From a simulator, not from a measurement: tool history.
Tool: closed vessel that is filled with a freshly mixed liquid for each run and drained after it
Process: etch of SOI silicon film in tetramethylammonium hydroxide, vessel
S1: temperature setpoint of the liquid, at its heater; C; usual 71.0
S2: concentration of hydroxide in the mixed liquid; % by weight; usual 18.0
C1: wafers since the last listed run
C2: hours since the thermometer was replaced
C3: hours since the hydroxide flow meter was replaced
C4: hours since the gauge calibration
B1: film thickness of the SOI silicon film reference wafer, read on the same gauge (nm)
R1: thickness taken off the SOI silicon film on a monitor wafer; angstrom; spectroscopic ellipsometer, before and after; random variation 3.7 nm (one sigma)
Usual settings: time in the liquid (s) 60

run 1 day=0.000 | S1=71.0 S2=18.0 time_in_the_liquid_(s)=45 | C1=0 C2=2486.8 C3=23.7 C4=354.4 | B1=70.02 | R1=2999.8
run 2 day=3.696 | S1=71.0 S2=18.0 time_in_the_liquid_(s)=45 | C1=8668 C2=2575.5 C3=112.4 C4=443.1 | B1=70.01 | R1=2992.4
run 3 day=8.033 | S1=71.0 S2=18.0 time_in_the_liquid_(s)=45 | C1=10173 C2=2679.6 C3=216.5 C4=547.2 | B1=70.04 | R1=3074.9
run 4 day=9.571 | S1=71.0 S2=18.0 time_in_the_liquid_(s)=60 | C1=3606 C2=2716.5 C3=253.4 C4=584.1 | B1=70.02 | R1=3975.1
run 5 day=12.892 | S1=71.0 S2=18.0 time_in_the_liquid_(s)=60 | C1=7788 C2=2796.2 C3=333.1 C4=663.8 | B1=70.04 | R1=4027.7
run 6 day=15.483 | S1=71.0 S2=18.0 time_in_the_liquid_(s)=60 | C1=6078 C2=2858.4 C3=395.3 C4=726.0 | B1=69.97 | R1=4042.8
run 7 day=19.267 | S1=71.0 S2=18.0 time_in_the_liquid_(s)=60 | C1=8873 C2=2949.2 C3=486.1 C4=816.8 | B1=69.95 | R1=3985.9
run 8 day=22.338 | S1=71.0 S2=18.0 time_in_the_liquid_(s)=60 | C1=7202 C2=3022.9 C3=559.8 C4=890.5 | B1=70.02 | R1=4015.7
-- day=23.208 thermometer replaced
run 9 day=25.688 | S1=71.0 S2=19.5 time_in_the_liquid_(s)=60 | C1=7759 C2=59.5 C3=640.2 C4=970.9 | B1=70.02 | R1=3874.3
run 10 day=28.883 | S1=78.5 S2=22.5 time_in_the_liquid_(s)=30 | C1=7495 C2=136.2 C3=716.9 C4=1047.6 | B1=69.99 | R1=2770.9
run 11 day=32.392 | S1=65.0 S2=18.0 time_in_the_liquid_(s)=40 | C1=8228 C2=220.4 C3=801.1 C4=1131.8 | B1=69.99 | R1=1859.0
run 12 day=34.775 | S1=74.5 S2=18.0 time_in_the_liquid_(s)=40 | C1=5590 C2=277.6 C3=858.3 C4=1189.0 | B1=70.02 | R1=3273.1
-- day=37.275 gauge calibrated
run 13 day=37.408 | S1=71.0 S2=18.0 time_in_the_liquid_(s)=60 | C1=6176 C2=340.8 C3=921.5 C4=3.2 | B1=70.01 | R1=4014.5
-- day=37.579 hydroxide flow meter replaced
run 14 day=39.946 | S1=68.0 S2=18.0 time_in_the_liquid_(s)=60 | C1=5853 C2=401.7 C3=56.8 C4=64.1 | B1=70.01 | R1=3331.1
run 15 day=43.075 | S1=78.5 S2=18.0 time_in_the_liquid_(s)=70 | C1=7339 C2=476.8 C3=131.9 C4=139.2 | B1=70.02 | R1=7202.8

The next listed run, before its measurement:
run 16 day=47.025 | S1=71.0 S2=13.5 time_in_the_liquid_(s)=85 | C1=9264 C2=571.6 C3=226.7 C4=234.0 | B1=? | R1=?

B1: 70.00
R1: 6361.2 angstrom
Without the tool's hidden state the same run would have given R1 6361.2 angstrom.
